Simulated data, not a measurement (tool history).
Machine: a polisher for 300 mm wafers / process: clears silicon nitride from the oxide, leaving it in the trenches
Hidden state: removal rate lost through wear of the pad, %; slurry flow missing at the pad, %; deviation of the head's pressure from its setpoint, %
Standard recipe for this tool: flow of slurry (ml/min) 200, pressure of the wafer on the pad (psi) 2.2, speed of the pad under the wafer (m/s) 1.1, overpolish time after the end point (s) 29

| run | hour | flow of slurry (ml/min) | pressure of the wafer on the pad (psi) | speed of the pad under the wafer (m/s) | overpolish time after the end point (s) | wafers since the last listed run | wafers polished on this pad | hours since the slurry nozzle was cleaned | hours since the head pressure was calibrated | incoming thickness of the incoming film, nm | time until the end point was called (s) |
|---|---|---|---|---|---|---|---|---|---|---|---|
| 1 | 0 | 200 | 2.2 | 1.02 | 29 | 0 | 213 | 345.8 | 243.1 | 76 | 101.5 |
|  | 41.2 | slurry nozzle cleaned |
| 2 | 92.2 | 200 | 2.2 | 1.02 | 29 | 420 | 633 | 51 | 335.3 | 74.1 | 99 |
| 3 | 143.6 | 200 | 2.2 | 1.1 | 29 | 236 | 869 | 102.4 | 386.7 | 75.3 | 93.2 |
| 4 | 224.8 | 200 | 2.2 | 1.1 | 29 | 373 | 1243 | 183.6 | 467.9 | 74.1 | 102.6 |
|  | 261.3 | worn pad replaced by a new one |
| 5 | 261.8 | 150 | 2.2 | 1 | 29 | 151 | 2 | 220.6 | 504.9 | 75 | 108.3 |
| 6 | 358.8 | 150 | 2.2 | 1 | 29 | 446 | 448 | 317.6 | 601.9 | 74.9 | 111.6 |
|  | 420.7 | slurry nozzle cleaned |
| 7 | 450.8 | 150 | 2.2 | 1 | 29 | 419 | 868 | 30.1 | 693.9 | 75.4 | 111.7 |
| 8 | 489.7 | 200 | 2.2 | 1.1 | 29 | 179 | 1047 | 69 | 732.8 | 73.4 | 103.3 |
| 9 | 576.1 | 200 | 2.2 | 1.1 | 29 | 397 | 1445 | 155.4 | 819.2 | 75.5 | 105.5 |
|  | 598.9 | worn pad replaced by a new one |
|  | 782.4 | slurry nozzle cleaned |
| 10 | 790.7 | 200 | 2.7 | 1.1 | 29 | 965 | 878 | 8.3 | 1033.8 | 74.5 | 83.9 |
| 11 | 845.4 | 200 | 2.7 | 1.1 | 29 | 251 | 1130 | 63 | 1088.5 | 75.5 | 83.3 |
|  | 874.7 | head pressure recalibrated |
| 12 | 935 | 200 | 2.2 | 1.1 | 29 | 403 | 1534 | 152.6 | 60.3 | 74.3 | 107.1 |
|  | 948.3 | worn pad replaced by a new one |
| 13 | 988.7 | 260 | 3 | 1.1 | 39 | 228 | 186 | 206.3 | 114 | 74.7 | 66.7 |
| 14 | 1090.8 | 225 | 2.2 | 1.1 | 29 | 470 | 656 | 308.4 | 216.1 | 75.2 | 95.3 |

Run 15 comes next. What will it give?
| 15 | 1129.2 | 200 | 2 | 1.1 | 29 | 176 | 833 | 346.8 | 254.5 | 75.1 | ? |

{"run 15": {"time until the end point was called (s)": 107.5}}
Had the tool carried no hidden state, the very same run would have given time until the end point was called (s) 99.2.
